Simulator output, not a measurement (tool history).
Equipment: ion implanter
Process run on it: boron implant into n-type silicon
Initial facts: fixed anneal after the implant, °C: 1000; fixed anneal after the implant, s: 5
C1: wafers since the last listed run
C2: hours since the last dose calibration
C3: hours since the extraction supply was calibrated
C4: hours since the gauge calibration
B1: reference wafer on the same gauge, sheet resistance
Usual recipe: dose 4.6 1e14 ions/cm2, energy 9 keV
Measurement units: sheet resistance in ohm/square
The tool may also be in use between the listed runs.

{"run": 1, "hour": 0.0, "dose": 4.6, "energy": 7, "C1": 0, "C2": 299.5, "C3": 5882.5, "C4": 204.4, "B1": 230.74, "sheet resistance": 256.59}
{"run": 2, "hour": 21.8, "dose": 4.6, "energy": 7, "C1": 394, "C2": 321.3, "C3": 5904.3, "C4": 226.2, "B1": 231.15, "sheet resistance": 256.17}
{"run": 3, "hour": 81.2, "dose": 4.6, "energy": 9, "C1": 1074, "C2": 380.7, "C3": 5963.7, "C4": 285.6, "B1": 231, "sheet resistance": 249.21}
{"run": 4, "hour": 143.8, "dose": 4.6, "energy": 9, "C1": 1132, "C2": 443.3, "C3": 6026.3, "C4": 348.2, "B1": 230.97, "sheet resistance": 252.2}
{"run": 5, "hour": 161.3, "dose": 4.6, "energy": 9, "C1": 316, "C2": 460.8, "C3": 6043.8, "C4": 365.7, "B1": 230.78, "sheet resistance": 250.45}
{"run": 6, "hour": 176.1, "dose": 4.6, "energy": 9, "C1": 267, "C2": 475.6, "C3": 6058.6, "C4": 380.5, "B1": 231.12, "sheet resistance": 251.5}
{"run": 7, "hour": 202.5, "dose": 4.6, "energy": 9, "C1": 477, "C2": 502, "C3": 6085, "C4": 406.9, "B1": 231.17, "sheet resistance": 248.34}
{"run": 8, "hour": 216.9, "dose": 4.6, "energy": 7.5, "C1": 260, "C2": 516.4, "C3": 6099.4, "C4": 421.3, "B1": 231.29, "sheet resistance": 257.44}
{"run": 9, "hour": 296.9, "dose": 4.6, "energy": 7.5, "C1": 1447, "C2": 596.4, "C3": 6179.4, "C4": 501.3, "B1": 231.17, "sheet resistance": 256.53}
{"run": 10, "hour": 315.6, "dose": 4.6, "energy": 7.5, "C1": 338, "C2": 615.1, "C3": 6198.1, "C4": 520, "B1": 231.14, "sheet resistance": 256.88}
{"run": 11, "hour": 332.0, "dose": 4.6, "energy": 9, "C1": 296, "C2": 631.5, "C3": 6214.5, "C4": 536.4, "B1": 230.93, "sheet resistance": 250.8}
{"run": 12, "hour": 358.8, "dose": 4.6, "energy": 9, "C1": 484, "C2": 658.3, "C3": 6241.3, "C4": 563.2, "B1": 230.98, "sheet resistance": 252.9}
{"run": 13, "hour": 387.6, "dose": 4.6, "energy": 9, "C1": 521, "C2": 687.1, "C3": 6270.1, "C4": 592, "B1": 230.95, "sheet resistance": 253.34}
{"hour": 402.8, "done": "Faraday cup replaced and dose calibrated"}
{"run": 14, "hour": 404.2, "dose": 4.6, "energy": 9, "C1": 155, "C2": 1.4, "C3": 6286.7, "C4": 608.6, "B1": 231.04, "sheet resistance": 250.36}
{"run": 15, "hour": 420.3, "dose": 4.6, "energy": 9, "C1": 291, "C2": 17.5, "C3": 6302.8, "C4": 624.7, "B1": 231.16, "sheet resistance": 250.95}
{"run": 16, "hour": 497.8, "dose": 5.26, "energy": 9, "C1": 1402, "C2": 95, "C3": 6380.3, "C4": 702.2, "B1": 231.25, "sheet resistance": 224.7}
{"run": 17, "hour": 528.2, "dose": 4.6, "energy": 9, "C1": 550, "C2": 125.4, "C3": 6410.7, "C4": 732.6, "B1": 231.05, "sheet resistance": 249.52}
{"run": 18, "hour": 559.0, "dose": 4.6, "energy": 9, "C1": 557, "C2": 156.2, "C3": 6441.5, "C4": 763.4, "B1": 231.1, "sheet resistance": 252.26}
{"run": 19, "hour": 591.3, "dose": 4.6, "energy": 9, "C1": 584, "C2": 188.5, "C3": 6473.8, "C4": 795.7, "B1": 230.84, "sheet resistance": 249.84}
{"hour": 602.0, "done": "gauge calibrated"}
{"run": 20, "hour": 603.7, "dose": 5.44, "energy": 11, "C1": 224, "C2": 200.9, "C3": 6486.2, "C4": 1.7, "B1": 230.9, "sheet resistance": 217.24}
{"hour": 616.4, "done": "extraction supply calibrated"}
{"run": 21, "hour": 627.7, "dose": 3.63, "energy": 9, "C1": 289, "C2": 224.9, "C3": 11.3, "C4": 25.7, "B1": 230.89, "sheet resistance": 307.5}
{"run": 22, "hour": 663.4, "dose": 4.6, "energy": 9, "C1": 646, "C2": 260.6, "C3": 47, "C4": 61.4, "B1": 230.95, "sheet resistance": 251.65}
{"run": 23, "hour": 688.5, "dose": 3.53, "energy": 12, "C1": 454, "C2": 285.7, "C3": 72.1, "C4": 86.5, "B1": 231.14, "sheet resistance": 308.44}
{"run": 24, "hour": 706.2, "dose": 5.86, "energy": 11.5, "C1": 320, "C2": 303.4, "C3": 89.8, "C4": 104.2, "B1": 230.92, "sheet resistance": 201.19}
{"run": 25, "hour": 739.4, "dose": 5.63, "energy": 11.5, "C1": 600, "C2": 336.6, "C3": 123, "C4": 137.4, "B1": 230.95, "sheet resistance": 209.73}
{"run": 26, "hour": 764.9, "dose": 4.6, "energy": 9, "C1": 461, "C2": 362.1, "C3": 148.5, "C4": 162.9, "B1": 231.16, "sheet resistance": 252.46}
{"run": 27, "hour": 790.3, "dose": 5.62, "energy": 7.5, "C1": 459, "C2": 387.5, "C3": 173.9, "C4": 188.3, "B1": 230.89, "sheet resistance": 222.01}
{"run": 28, "hour": 805.1, "dose": 3.68, "energy": 9, "C1": 267, "C2": 402.3, "C3": 188.7, "C4": 203.1, "B1": 230.86, "sheet resistance": 308.67}
{"run": 29, "hour": 825.8, "dose": 5.27, "energy": 7.5, "C1": 374, "C2": 423, "C3": 209.4, "C4": 223.8, "B1": 230.9, "sheet resistance": 230.33}
{"run": 30, "hour": 849.4, "dose": 3.33, "energy": 11.5, "C1": 427, "C2": 446.6, "C3": 233, "C4": 247.4, "B1": 231.11, "sheet resistance": 328.42}
{"run": 31, "hour": 874.9, "dose": 4, "energy": 9, "C1": 461, "C2": 472.1, "C3": 258.5, "C4": 272.9, "B1": 231, "sheet resistance": 285.99}
{"run": 32, "hour": 910.0, "dose": 4.6, "energy": 9, "C1": 635, "C2": 507.2, "C3": 293.6, "C4": 308, "B1": 230.86, "sheet resistance": 255.92}
{"run": 33, "hour": 941.4, "dose": 5.92, "energy": 7.5, "C1": 568, "C2": 538.6, "C3": 325, "C4": 339.4, "B1": 230.9, "sheet resistance": 214.1}
{"run": 34, "hour": 965.1, "dose": 5.62, "energy": 7.5, "C1": 428, "C2": 562.3, "C3": 348.7, "C4": 363.1, "B1": 230.66, "sheet resistance": 219.91}
{"run": 35, "hour": 990.6, "dose": 4.6, "energy": 7.5, "C1": 461, "C2": 587.8, "C3": 374.2, "C4": 388.6, "B1": 231.05, "sheet resistance": 258.34}
{"run": 36, "hour": 1008.0, "dose": 5.51, "energy": 11, "C1": 314, "C2": 605.2, "C3": 391.6, "C4": 406, "B1": 231.04, "sheet resistance": 216.12}

Some steps in sheet resistance, run to run, broken into two amounts with sign: the step expected even without the hidden condition (settings, incoming material, random variation), and the rest, left for the hidden condition together with whatever gauge scatter is not in both the measured and the hidden-condition-free result:
The hidden state here: deviation of the true dose from the Faraday cup's reading, %; deviation of the true energy from its setpoint, %; gauge reads high (%).
Run 13 -> 14: Faraday cup replaced and dose calibrated. sheet resistance -2.98 ohm/square: hidden state -5.29, all else +2.31.
Run 20 -> 21: dose 5.44 -> 3.63, energy 11 -> 9, extraction supply calibrated. sheet resistance +90.26 ohm/square: hidden state +2.4, all else +87.86.
Run 23 -> 24: dose 3.53 -> 5.86, energy 12 -> 11.5. sheet resistance -107.25 ohm/square: hidden state -2.49, all else -104.76.
Run 27 -> 28: dose 5.62 -> 3.68, energy 7.5 -> 9. sheet resistance +86.66 ohm/square: hidden state +3.69, all else +82.97.
Run 29 -> 30: dose 5.27 -> 3.33, energy 7.5 -> 11.5. sheet resistance +98.09 ohm/square: hidden state +3.83, all else +94.26.
